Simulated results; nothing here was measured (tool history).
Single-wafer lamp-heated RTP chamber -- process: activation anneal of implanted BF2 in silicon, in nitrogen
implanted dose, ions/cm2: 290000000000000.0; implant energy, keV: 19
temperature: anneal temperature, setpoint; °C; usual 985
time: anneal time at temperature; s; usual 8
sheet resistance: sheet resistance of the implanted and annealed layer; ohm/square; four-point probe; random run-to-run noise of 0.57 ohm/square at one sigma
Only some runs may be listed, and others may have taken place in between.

run	hour	temperature	time	wafers since the last listed run	wafers since the last pyrometer calibration	wafers since the reflector plate was cleaned	hours since the gauge calibration	read-back reference wafer on the same gauge, sheet resistance	sheet resistance
1	0	985	6	0	660	1605	2	415.99	380.91
2	29.2	985	6	422	1082	2028	31.2	416.05	380.13
3	46.7	996	5	253	1336	2281	48.7	415.95	379.1
4	67.5	996	5	301	1637	2582	69.5	416.04	380.47
5	81.1	985	11	196	1834	2779	83.1	416.1	379.04
6	113.4	1008	8	467	2302	3247	115.4	415.93	379.36
7	130.4	1008	8	246	2548	3493	132.4	416.02	379.96
8	155	1008	8	356	2904	3849	157	416.04	380.45
# hour 225.9: pyrometer window cleaned and pyrometer calibrated
9	249.8	985	8	1256	345	5106	251.8	416.09	380.12
10	267.1	985	8	250	596	5357	269.1	415.95	379.81
11	285.2	985	8	262	858	5619	287.2	416.13	380.09
12	315	985	10	431	1289	6050	317	416.13	380.22
13	331.9	985	8	244	1534	6295	333.9	416.12	378.92
# hour 347.5: reflector plate cleaned
14	348	985	8	117	1651	7	350	415.98	381.05
15	381	976	11	477	2129	484	383	415.99	381.31
16	408.2	1003	10	393	2523	878	410.2	416.2	378.24
17	436	985	8	402	2925	1281	438	415.79	379.9
18	451.3	959	10	221	3147	1502	453.3	415.97	388.34
19	470.8	972	11	282	3429	1785	472.8	415.94	380.61
20	496.1	985	4	366	3796	2151	498.1	415.98	380.17
# hour 511.2: pyrometer window cleaned and pyrometer calibrated
21	525.5	1011	4	309	207	2461	527.5	416.06	381.78
# hour 555: gauge calibrated
22	560.8	985	8	511	718	2972	5.8	416	379.93
23	583.6	966	12	330	1048	3302	28.6	415.82	387.35
24	628.4	985	8	648	1696	3951	73.4	416.05	380.12
25	662.5	985	8	493	2190	4444	107.5	416.1	379.05
26	681.4	1013	8	273	2464	4718	126.4	416.11	379.62
# hour 700.1: reflector plate cleaned
27	716.2	993	10	388	2852	233	161.2	416.22	377.34
28	732.8	1004	12	240	3092	473	177.8	415.96	378.62

Consider 3 possible next runs. They are alternatives, not a sequence: every one starts from the tool as it was left by run 28. What does each give?
A	733.2	985	8	5	3098	479	178.2	?	?
B	733.2	1004	8	5	3098	479	178.2	?	?
C	733.2	1000	4	5	3098	479	178.2	?	?

run	read-back reference wafer on the same gauge, sheet resistance	sheet resistance
A	415.91	380.04
B	415.91	379.72
C	415.91	380.86
What these runs would have given with no unlogged condition in the tool:
run	sheet resistance
A	383.28
B	379.47
C	380.71

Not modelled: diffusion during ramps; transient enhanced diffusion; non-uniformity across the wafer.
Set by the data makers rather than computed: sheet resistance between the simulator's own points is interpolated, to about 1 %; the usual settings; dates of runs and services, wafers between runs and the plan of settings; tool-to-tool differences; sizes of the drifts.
